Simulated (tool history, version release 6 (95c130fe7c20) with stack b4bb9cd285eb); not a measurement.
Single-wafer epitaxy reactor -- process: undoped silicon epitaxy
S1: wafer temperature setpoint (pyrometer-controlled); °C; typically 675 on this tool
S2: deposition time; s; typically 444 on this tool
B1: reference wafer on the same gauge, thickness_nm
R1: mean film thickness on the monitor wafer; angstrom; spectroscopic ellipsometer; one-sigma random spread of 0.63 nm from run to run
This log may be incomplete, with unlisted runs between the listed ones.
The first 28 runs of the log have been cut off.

| run | day | S1 | S2 | B1 | R1 |
|---|---|---|---|---|---|
| 29 | 14.125 | 682 | 519 | 133.048 | 1745 |
|  | 14.55 | pyrometer calibrated |
| 30 | 14.583 | 675 | 421 | 133.175 | 1198.88 |
| 31 | 15.283 | 675 | 525 | 133.286 | 1491.66 |
| 32 | 15.95 | 679 | 483 | 132.82 | 1504.59 |
| 33 | 16.312 | 668 | 494 | 133.007 | 1193.87 |
| 34 | 16.967 | 675 | 444 | 132.871 | 1269.26 |
| 35 | 17.3 | 665 | 410 | 133.159 | 917.02 |
| 36 | 17.758 | 675 | 444 | 132.983 | 1267.99 |
| 37 | 18.267 | 679 | 408 | 133.027 | 1278.08 |
| 38 | 18.725 | 666 | 375 | 133.13 | 864.17 |
| 39 | 19.833 | 688 | 471 | 132.894 | 1805.11 |

Branching from run 39: 5 alternative next runs. What would each branch give?
| A | 19.854 | 675 | 444 | ? | ? |
| B | 19.854 | 666 | 444 | ? | ? |
| C | 19.854 | 680 | 444 | ? | ? |
| D | 19.854 | 680 | 521 | ? | ? |
| E | 19.854 | 682 | 386 | ? | ? |

| run | B1 | R1 |
|---|---|---|
| A | 133.055 | 1270.02 |
| B | 133.055 | 1025.11 |
| C | 133.055 | 1427.69 |
| D | 133.055 | 1675.28 |
| E | 133.055 | 1300.16 |
The same runs, with their run-to-run variation unchanged, on a tool lacking any hidden condition would have given:
| run | R1 |
|---|---|
| A | 1270.02 |
| B | 1025.11 |
| C | 1427.69 |
| D | 1675.28 |
| E | 1300.16 |
